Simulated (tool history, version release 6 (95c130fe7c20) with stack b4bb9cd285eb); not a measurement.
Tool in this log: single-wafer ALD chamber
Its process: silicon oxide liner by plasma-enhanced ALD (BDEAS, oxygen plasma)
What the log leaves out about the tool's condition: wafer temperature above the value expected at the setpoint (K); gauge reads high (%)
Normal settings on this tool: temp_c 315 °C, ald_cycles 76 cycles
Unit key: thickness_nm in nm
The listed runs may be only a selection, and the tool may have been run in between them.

run,hour,temp_c,ald_cycles,wafers since the last listed run,hours since the last thermocouple change,hours since the gauge calibration,"read-back reference wafer on the same gauge, thickness_nm",thickness_nm
1,0.0,305,76,0,1123.1,298.7,7.009,6.401
2,15.1,315,67,92,1138.2,313.8,7.002,5.651
3,29.9,315,67,90,1153.0,328.6,7.020,5.585
4,40.1,315,67,62,1163.2,338.8,7.003,5.583
5,50.5,315,76,63,1173.6,349.2,7.001,6.343
6,65.2,315,76,89,1188.3,363.9,6.996,6.322
7,81.4,315,76,99,1204.5,380.1,6.996,6.376
8,87.7,315,76,38,1210.8,386.4,6.997,6.398
9,104.9,315,76,105,1228.0,403.6,7.001,6.322
10,116.9,315,76,73,1240.0,415.6,6.976,6.377
11,124.0,320,76,43,1247.1,422.7,7.010,6.362
12,130.4,320,76,39,1253.5,429.1,6.991,6.320
13,139.2,315,76,53,1262.3,437.9,6.992,6.367
14,146.4,315,76,44,1269.5,445.1,7.014,6.355
15,156.4,318,88,61,1279.5,455.1,7.001,7.359
16,172.9,318,88,101,1296.0,471.6,6.985,7.240
17,183.2,315,76,63,1306.3,481.9,7.002,6.341
18,189.7,315,76,39,1312.8,488.4,6.993,6.329
# hour 202.7: thermocouple changed; heater temperature recalibrated
19,203.2,315,76,33,0.5,501.9,7.010,6.422
20,245.7,310,84,260,43.0,544.4,6.988,7.068
21,252.1,315,72,39,49.4,550.8,7.010,6.080
22,259.6,326,83,45,56.9,558.3,6.996,6.797
23,267.0,308,72,45,64.3,565.7,7.005,6.048
24,281.4,321,69,88,78.7,580.1,6.988,5.701
25,297.2,315,76,96,94.5,595.9,7.003,6.313
26,307.2,303,67,61,104.5,605.9,6.992,5.752
27,323.5,310,82,99,120.8,622.2,6.988,6.941
28,337.5,301,76,85,134.8,636.2,6.991,6.473
29,345.9,328,88,51,143.2,644.6,7.012,7.244
30,355.7,324,80,59,153.0,654.4,6.997,6.665
# hour 364.8: gauge calibrated
31,380.9,315,76,154,178.2,16.1,7.003,6.407
32,389.6,308,63,53,186.9,24.8,7.002,5.301
33,406.0,315,76,100,203.3,41.2,7.020,6.396
34,452.0,326,83,281,249.3,87.2,6.990,6.802
35,465.0,315,76,79,262.3,100.2,6.988,6.381
36,473.0,305,76,48,270.3,108.2,7.000,6.465
37,490.8,309,68,108,288.1,126.0,7.002,5.728
38,505.0,307,76,86,302.3,140.2,7.007,6.447
39,516.1,315,76,67,313.4,151.3,6.991,6.343

What if the next run were any one of these 4? Each begins from the tool's condition after run 39:
A,516.6,315,76,3,313.9,151.8,?,?
B,516.6,304,64,3,313.9,151.8,?,?
C,516.6,305,85,3,313.9,151.8,?,?
D,516.6,307,64,3,313.9,151.8,?,?

run,"read-back reference wafer on the same gauge, thickness_nm",thickness_nm
A,6.999,6.328
B,6.999,5.402
C,6.999,7.166
D,6.999,5.382
Had the tool no hidden state, the same runs would have come out as:
run,thickness_nm
A,6.328
B,5.402
C,7.166
D,5.382
